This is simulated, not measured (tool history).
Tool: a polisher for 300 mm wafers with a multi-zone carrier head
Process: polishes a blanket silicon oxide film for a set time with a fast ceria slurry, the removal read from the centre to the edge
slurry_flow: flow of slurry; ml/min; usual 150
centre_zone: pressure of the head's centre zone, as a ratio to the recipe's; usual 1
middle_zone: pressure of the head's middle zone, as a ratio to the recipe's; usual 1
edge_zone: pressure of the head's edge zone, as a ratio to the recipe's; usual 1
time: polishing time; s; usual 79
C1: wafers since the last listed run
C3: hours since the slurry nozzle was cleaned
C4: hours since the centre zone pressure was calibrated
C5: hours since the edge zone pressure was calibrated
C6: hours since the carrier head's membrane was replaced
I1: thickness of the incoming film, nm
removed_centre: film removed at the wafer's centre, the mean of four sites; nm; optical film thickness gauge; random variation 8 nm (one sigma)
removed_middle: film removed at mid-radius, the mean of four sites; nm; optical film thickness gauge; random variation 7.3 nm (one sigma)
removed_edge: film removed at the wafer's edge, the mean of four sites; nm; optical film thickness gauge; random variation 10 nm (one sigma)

{"run": 1, "hour": 0.0, "slurry_flow": 150, "centre_zone": 1, "middle_zone": 1, "edge_zone": 1, "time": 79, "C1": 0, "wafers polished on this pad": 5002, "C3": 373.5, "C4": 83.5, "C5": 717.7, "C6": 325.9, "I1": 1964.5, "removed_centre": 692.6, "removed_middle": 663.7, "removed_edge": 679}
{"hour": 14.6, "done": "worn pad replaced by a new one"}
{"run": 2, "hour": 42.8, "slurry_flow": 150, "centre_zone": 1, "middle_zone": 1, "edge_zone": 1, "time": 69, "C1": 432, "wafers polished on this pad": 314, "C3": 416.3, "C4": 126.3, "C5": 760.5, "C6": 368.7, "I1": 1962.3, "removed_centre": 588.2, "removed_middle": 578.2, "removed_edge": 588.6}
{"run": 3, "hour": 105.4, "slurry_flow": 150, "centre_zone": 1, "middle_zone": 1, "edge_zone": 1, "time": 69, "C1": 697, "wafers polished on this pad": 1011, "C3": 478.9, "C4": 188.9, "C5": 823.1, "C6": 431.3, "I1": 1986.1, "removed_centre": 590.5, "removed_middle": 567.8, "removed_edge": 586.8}
{"hour": 119.1, "done": "slurry nozzle cleaned"}
{"run": 4, "hour": 209.1, "slurry_flow": 140, "centre_zone": 1, "middle_zone": 1, "edge_zone": 1, "time": 59, "C1": 1144, "wafers polished on this pad": 2156, "C3": 90, "C4": 292.6, "C5": 926.8, "C6": 535, "I1": 1996.6, "removed_centre": 452, "removed_middle": 447.2, "removed_edge": 480.5}
{"run": 5, "hour": 264.2, "slurry_flow": 140, "centre_zone": 1, "middle_zone": 1, "edge_zone": 1, "time": 59, "C1": 614, "wafers polished on this pad": 2770, "C3": 145.1, "C4": 347.7, "C5": 981.9, "C6": 590.1, "I1": 1966.8, "removed_centre": 453.9, "removed_middle": 446.6, "removed_edge": 479.7}
{"hour": 291.8, "done": "centre zone pressure recalibrated"}
{"run": 6, "hour": 364.9, "slurry_flow": 150, "centre_zone": 1, "middle_zone": 1, "edge_zone": 1, "time": 79, "C1": 1099, "wafers polished on this pad": 3870, "C3": 245.8, "C4": 73.1, "C5": 1082.6, "C6": 690.8, "I1": 1950.3, "removed_centre": 599.2, "removed_middle": 610.2, "removed_edge": 637}
{"run": 7, "hour": 406.5, "slurry_flow": 150, "centre_zone": 1, "middle_zone": 1, "edge_zone": 1, "time": 79, "C1": 463, "wafers polished on this pad": 4334, "C3": 287.4, "C4": 114.7, "C5": 1124.2, "C6": 732.4, "I1": 1976.3, "removed_centre": 581.3, "removed_middle": 582.2, "removed_edge": 614.2}
{"hour": 431.3, "done": "worn pad replaced by a new one"}
{"hour": 492.5, "done": "carrier head's membrane replaced by a new one"}
{"run": 8, "hour": 495.0, "slurry_flow": 175, "centre_zone": 1, "middle_zone": 1, "edge_zone": 1, "time": 104, "C1": 885, "wafers polished on this pad": 654, "C3": 375.9, "C4": 203.2, "C5": 1212.7, "C6": 2.5, "I1": 1974.4, "removed_centre": 787, "removed_middle": 784.4, "removed_edge": 848.7}
{"hour": 496.7, "done": "slurry nozzle cleaned, repeated, since the last time left the tool worse"}
{"run": 9, "hour": 582.6, "slurry_flow": 195, "centre_zone": 1, "middle_zone": 1.09, "edge_zone": 1.05, "time": 79, "C1": 965, "wafers polished on this pad": 1619, "C3": 85.9, "C4": 290.8, "C5": 1300.3, "C6": 90.1, "I1": 1984.3, "removed_centre": 742.5, "removed_middle": 771.4, "removed_edge": 738.3}
{"run": 10, "hour": 643.7, "slurry_flow": 150, "centre_zone": 1, "middle_zone": 1, "edge_zone": 1, "time": 79, "C1": 680, "wafers polished on this pad": 2300, "C3": 147, "C4": 351.9, "C5": 1361.4, "C6": 151.2, "I1": 1944.1, "removed_centre": 688.7, "removed_middle": 690, "removed_edge": 685.5}
{"hour": 658.2, "done": "edge zone pressure recalibrated"}
{"run": 11, "hour": 681.9, "slurry_flow": 150, "centre_zone": 1, "middle_zone": 0.9, "edge_zone": 1, "time": 79, "C1": 403, "wafers polished on this pad": 2704, "C3": 185.2, "C4": 390.1, "C5": 23.7, "C6": 189.4, "I1": 1976, "removed_centre": 683.8, "removed_middle": 647.6, "removed_edge": 705.3}
{"run": 12, "hour": 737.4, "slurry_flow": 150, "centre_zone": 1, "middle_zone": 1, "edge_zone": 1, "time": 79, "C1": 618, "wafers polished on this pad": 3322, "C3": 240.7, "C4": 445.6, "C5": 79.2, "C6": 244.9, "I1": 1934.9, "removed_centre": 688.7, "removed_middle": 679.3, "removed_edge": 687.3}
{"hour": 753.6, "done": "centre zone pressure recalibrated"}
{"run": 13, "hour": 790.7, "slurry_flow": 150, "centre_zone": 1, "middle_zone": 1.08, "edge_zone": 1, "time": 79, "C1": 571, "wafers polished on this pad": 3894, "C3": 294, "C4": 37.1, "C5": 132.5, "C6": 298.2, "I1": 1938.8, "removed_centre": 692.5, "removed_middle": 720.3, "removed_edge": 692.5}
{"run": 14, "hour": 890.1, "slurry_flow": 150, "centre_zone": 1, "middle_zone": 1.1, "edge_zone": 1, "time": 79, "C1": 1107, "wafers polished on this pad": 5002, "C3": 393.4, "C4": 136.5, "C5": 231.9, "C6": 397.6, "I1": 1976.7, "removed_centre": 657.8, "removed_middle": 722.6, "removed_edge": 673.9}
{"hour": 903.7, "done": "worn pad replaced by a new one"}
{"hour": 976.5, "done": "slurry nozzle cleaned"}
{"run": 15, "hour": 980.3, "slurry_flow": 125, "centre_zone": 1, "middle_zone": 1, "edge_zone": 1, "time": 90, "C1": 949, "wafers polished on this pad": 842, "C3": 3.8, "C4": 226.7, "C5": 322.1, "C6": 487.8, "I1": 1971.9, "removed_centre": 764.7, "removed_middle": 767.2, "removed_edge": 776.6}
{"run": 16, "hour": 1040.2, "slurry_flow": 110, "centre_zone": 1.06, "middle_zone": 1, "edge_zone": 1, "time": 79, "C1": 667, "wafers polished on this pad": 1510, "C3": 63.7, "C4": 286.6, "C5": 382, "C6": 547.7, "I1": 1977.8, "removed_centre": 689.1, "removed_middle": 660.1, "removed_edge": 665.7}
{"run": 17, "hour": 1115.2, "slurry_flow": 150, "centre_zone": 1.08, "middle_zone": 1, "edge_zone": 1, "time": 79, "C1": 835, "wafers polished on this pad": 2345, "C3": 138.7, "C4": 361.6, "C5": 457, "C6": 622.7, "I1": 1969.4, "removed_centre": 746.8, "removed_middle": 687.6, "removed_edge": 682.5}
{"hour": 1150.5, "done": "centre zone pressure recalibrated"}
{"hour": 1155.3, "done": "carrier head's membrane replaced by a new one"}
{"run": 18, "hour": 1219.9, "slurry_flow": 150, "centre_zone": 1, "middle_zone": 1, "edge_zone": 1, "time": 79, "C1": 1091, "wafers polished on this pad": 3437, "C3": 243.4, "C4": 69.4, "C5": 561.7, "C6": 64.6, "I1": 1989.4, "removed_centre": 695.4, "removed_middle": 689.3, "removed_edge": 679.4}
{"run": 19, "hour": 1273.1, "slurry_flow": 150, "centre_zone": 1, "middle_zone": 1, "edge_zone": 1.09, "time": 79, "C1": 592, "wafers polished on this pad": 4029, "C3": 296.6, "C4": 122.6, "C5": 614.9, "C6": 117.8, "I1": 1962.6, "removed_centre": 679, "removed_middle": 676.6, "removed_edge": 695.1}
{"hour": 1328.0, "done": "worn pad replaced by a new one"}
{"run": 20, "hour": 1371.4, "slurry_flow": 150, "centre_zone": 1.05, "middle_zone": 1.08, "edge_zone": 1, "time": 79, "C1": 1050, "wafers polished on this pad": 483, "C3": 394.9, "C4": 220.9, "C5": 713.2, "C6": 216.1, "I1": 1966.9, "removed_centre": 698.9, "removed_middle": 720.6, "removed_edge": 700.4}
{"hour": 1471.1, "done": "slurry nozzle cleaned"}
{"run": 21, "hour": 1537.1, "slurry_flow": 150, "centre_zone": 1, "middle_zone": 1.08, "edge_zone": 1, "time": 93, "C1": 1835, "wafers polished on this pad": 2319, "C3": 66, "C4": 386.6, "C5": 878.9, "C6": 381.8, "I1": 1996.1, "removed_centre": 835.3, "removed_middle": 858.3, "removed_edge": 794.9}
{"run": 22, "hour": 1632.3, "slurry_flow": 150, "centre_zone": 1, "middle_zone": 0.94, "edge_zone": 1.1, "time": 94, "C1": 1060, "wafers polished on this pad": 3380, "C3": 161.2, "C4": 481.8, "C5": 974.1, "C6": 477, "I1": 1968.6, "removed_centre": 823.1, "removed_middle": 794.2, "removed_edge": 847.1}

Some steps in removed_centre between neighbouring runs. How much of each would the tool show without its hidden state too (settings, what came in, random variation), and how much is left for the hidden state, with any gauge scatter that isn't in both results?
The hidden state here: removal rate lost through wear of the pad, %; slurry flow missing at the pad, %; deviation of the centre zone's pressure from its setpoint, %; deviation of the edge zone's pressure from its setpoint, %.
Run 5 -> 6: slurry_flow 140 -> 150, time 59 -> 79, centre zone pressure recalibrated. removed_centre +145.3 nm: hidden state -37, all else +182.3.
Run 7 -> 8: slurry_flow 150 -> 175, time 79 -> 104, worn pad replaced by a new one, carrier head's membrane replaced by a new one. removed_centre +205.7 nm: hidden state -63.4, all else +269.1.
Run 8 -> 9: slurry_flow 175 -> 195, middle_zone 1 -> 1.09, edge_zone 1 -> 1.05, time 104 -> 79, slurry nozzle cleaned, repeated, since the last time left the tool worse. removed_centre -44.5 nm: hidden state +184.2, all else -228.7.
